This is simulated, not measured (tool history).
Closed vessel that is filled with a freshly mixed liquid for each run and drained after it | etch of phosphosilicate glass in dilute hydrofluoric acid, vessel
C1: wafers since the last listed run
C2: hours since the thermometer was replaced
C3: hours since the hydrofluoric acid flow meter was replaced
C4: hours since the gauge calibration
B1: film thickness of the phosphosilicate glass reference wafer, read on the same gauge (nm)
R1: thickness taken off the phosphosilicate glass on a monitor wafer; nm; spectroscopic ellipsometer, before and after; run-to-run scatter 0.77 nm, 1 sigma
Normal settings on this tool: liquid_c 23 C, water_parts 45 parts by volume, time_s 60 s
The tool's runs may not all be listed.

{"run": 1, "hour": 0.0, "liquid_c": 23, "water_parts": 45, "time_s": 60, "C1": 0, "C2": 2156.1, "C3": 240.5, "C4": 688, "B1": 124.17, "R1": 117.28}
{"run": 2, "hour": 31.2, "liquid_c": 23, "water_parts": 45, "time_s": 60, "C1": 3437, "C2": 2187.3, "C3": 271.7, "C4": 719.2, "B1": 124.05, "R1": 116.72}
{"run": 3, "hour": 51.8, "liquid_c": 23, "water_parts": 45, "time_s": 60, "C1": 2269, "C2": 2207.9, "C3": 292.3, "C4": 739.8, "B1": 124.05, "R1": 115.61}
{"run": 4, "hour": 85.8, "liquid_c": 23, "water_parts": 55, "time_s": 60, "C1": 3745, "C2": 2241.9, "C3": 326.3, "C4": 773.8, "B1": 123.92, "R1": 93.77}
{"run": 5, "hour": 110.9, "liquid_c": 23, "water_parts": 55, "time_s": 60, "C1": 2765, "C2": 2267, "C3": 351.4, "C4": 798.9, "B1": 123.85, "R1": 93.73}
{"run": 6, "hour": 130.0, "liquid_c": 23, "water_parts": 45, "time_s": 60, "C1": 2104, "C2": 2286.1, "C3": 370.5, "C4": 818, "B1": 123.85, "R1": 117.45}
{"run": 7, "hour": 148.4, "liquid_c": 23, "water_parts": 45, "time_s": 60, "C1": 2027, "C2": 2304.5, "C3": 388.9, "C4": 836.4, "B1": 123.77, "R1": 117.02}
{"run": 8, "hour": 170.1, "liquid_c": 23, "water_parts": 45, "time_s": 60, "C1": 2390, "C2": 2326.2, "C3": 410.6, "C4": 858.1, "B1": 123.68, "R1": 115.72}
{"hour": 189.3, "done": "thermometer replaced"}
{"run": 9, "hour": 237.8, "liquid_c": 23, "water_parts": 45, "time_s": 60, "C1": 7348, "C2": 48.5, "C3": 478.3, "C4": 925.8, "B1": 123.63, "R1": 114.73}
{"run": 10, "hour": 252.2, "liquid_c": 23, "water_parts": 45, "time_s": 60, "C1": 1586, "C2": 62.9, "C3": 492.7, "C4": 940.2, "B1": 123.59, "R1": 116.39}
{"run": 11, "hour": 274.9, "liquid_c": 23, "water_parts": 45, "time_s": 60, "C1": 2500, "C2": 85.6, "C3": 515.4, "C4": 962.9, "B1": 123.57, "R1": 116.82}
{"run": 12, "hour": 293.0, "liquid_c": 23, "water_parts": 60, "time_s": 60, "C1": 1994, "C2": 103.7, "C3": 533.5, "C4": 981, "B1": 123.54, "R1": 84.73}
{"run": 13, "hour": 318.1, "liquid_c": 21.5, "water_parts": 60, "time_s": 45, "C1": 2765, "C2": 128.8, "C3": 558.6, "C4": 1006.1, "B1": 123.49, "R1": 60.04}
{"run": 14, "hour": 351.4, "liquid_c": 19, "water_parts": 55, "time_s": 60, "C1": 3668, "C2": 162.1, "C3": 591.9, "C4": 1039.4, "B1": 123.45, "R1": 79.35}
{"run": 15, "hour": 375.9, "liquid_c": 23, "water_parts": 45, "time_s": 60, "C1": 2699, "C2": 186.6, "C3": 616.4, "C4": 1063.9, "B1": 123.38, "R1": 114.43}
{"run": 16, "hour": 398.0, "liquid_c": 23, "water_parts": 45, "time_s": 60, "C1": 2434, "C2": 208.7, "C3": 638.5, "C4": 1086, "B1": 123.35, "R1": 116.96}
{"run": 17, "hour": 429.9, "liquid_c": 21.5, "water_parts": 45, "time_s": 60, "C1": 3514, "C2": 240.6, "C3": 670.4, "C4": 1117.9, "B1": 123.33, "R1": 109.12}
{"run": 18, "hour": 446.7, "liquid_c": 26, "water_parts": 30, "time_s": 85, "C1": 1850, "C2": 257.4, "C3": 687.2, "C4": 1134.7, "B1": 123.31, "R1": 282.79}
{"run": 19, "hour": 471.6, "liquid_c": 23, "water_parts": 50, "time_s": 60, "C1": 2743, "C2": 282.3, "C3": 712.1, "C4": 1159.6, "B1": 123.3, "R1": 103.42}
{"hour": 481.6, "done": "hydrofluoric acid flow meter replaced"}
{"run": 20, "hour": 502.5, "liquid_c": 23, "water_parts": 45, "time_s": 60, "C1": 3294, "C2": 313.2, "C3": 20.9, "C4": 1190.5, "B1": 123.25, "R1": 114.58}
{"run": 21, "hour": 538.0, "liquid_c": 21.5, "water_parts": 50, "time_s": 90, "C1": 3911, "C2": 348.7, "C3": 56.4, "C4": 1226, "B1": 123.24, "R1": 145.7}
{"hour": 539.6, "done": "gauge calibrated"}
{"run": 22, "hour": 560.3, "liquid_c": 25.5, "water_parts": 50, "time_s": 60, "C1": 2456, "C2": 371, "C3": 78.7, "C4": 20.7, "B1": 129.26, "R1": 120.24}
{"run": 23, "hour": 592.4, "liquid_c": 23, "water_parts": 45, "time_s": 80, "C1": 3536, "C2": 403.1, "C3": 110.8, "C4": 52.8, "B1": 128.79, "R1": 161.75}
{"run": 24, "hour": 615.5, "liquid_c": 20.5, "water_parts": 50, "time_s": 40, "C1": 2544, "C2": 426.2, "C3": 133.9, "C4": 75.9, "B1": 128.45, "R1": 64.59}
{"run": 25, "hour": 669.8, "liquid_c": 21, "water_parts": 45, "time_s": 85, "C1": 5982, "C2": 480.5, "C3": 188.2, "C4": 130.2, "B1": 127.77, "R1": 154.68}
{"run": 26, "hour": 690.5, "liquid_c": 23, "water_parts": 45, "time_s": 90, "C1": 2280, "C2": 501.2, "C3": 208.9, "C4": 150.9, "B1": 127.51, "R1": 181.89}
{"run": 27, "hour": 722.2, "liquid_c": 21.5, "water_parts": 45, "time_s": 60, "C1": 3492, "C2": 532.9, "C3": 240.6, "C4": 182.6, "B1": 127.14, "R1": 110.72}
{"run": 28, "hour": 737.7, "liquid_c": 26, "water_parts": 30, "time_s": 75, "C1": 1707, "C2": 548.4, "C3": 256.1, "C4": 198.1, "B1": 127.04, "R1": 258.72}
{"run": 29, "hour": 767.0, "liquid_c": 20, "water_parts": 45, "time_s": 40, "C1": 3227, "C2": 577.7, "C3": 285.4, "C4": 227.4, "B1": 126.67, "R1": 70.7}
{"run": 30, "hour": 785.3, "liquid_c": 21.5, "water_parts": 60, "time_s": 60, "C1": 2016, "C2": 596, "C3": 303.7, "C4": 245.7, "B1": 126.56, "R1": 82.88}
{"run": 31, "hour": 798.1, "liquid_c": 26, "water_parts": 35, "time_s": 35, "C1": 1410, "C2": 608.8, "C3": 316.5, "C4": 258.5, "B1": 126.46, "R1": 102.9}
{"run": 32, "hour": 811.0, "liquid_c": 23, "water_parts": 60, "time_s": 45, "C1": 1421, "C2": 621.7, "C3": 329.4, "C4": 271.4, "B1": 126.33, "R1": 65.66}
{"run": 33, "hour": 832.4, "liquid_c": 21.5, "water_parts": 45, "time_s": 70, "C1": 2357, "C2": 643.1, "C3": 350.8, "C4": 292.8, "B1": 126.15, "R1": 128.46}

Branching from run 33: 3 alternative next runs. What would each branch give?
{"run": "A", "hour": 833.1, "liquid_c": 23, "water_parts": 45, "time_s": 75, "C1": 77, "C2": 643.8, "C3": 351.5, "C4": 293.5, "B1": "?", "R1": "?"}
{"run": "B", "hour": 833.1, "liquid_c": 20, "water_parts": 45, "time_s": 60, "C1": 77, "C2": 643.8, "C3": 351.5, "C4": 293.5, "B1": "?", "R1": "?"}
{"run": "C", "hour": 833.1, "liquid_c": 27, "water_parts": 65, "time_s": 60, "C1": 77, "C2": 643.8, "C3": 351.5, "C4": 293.5, "B1": "?", "R1": "?"}

run=A B1=126.12 R1=148.01
run=B B1=126.12 R1=104.35
run=C B1=126.12 R1=93.89
Without the tool's hidden state the same runs would have given:
run=A R1=152.56
run=B R1=107.55
run=C R1=96.77

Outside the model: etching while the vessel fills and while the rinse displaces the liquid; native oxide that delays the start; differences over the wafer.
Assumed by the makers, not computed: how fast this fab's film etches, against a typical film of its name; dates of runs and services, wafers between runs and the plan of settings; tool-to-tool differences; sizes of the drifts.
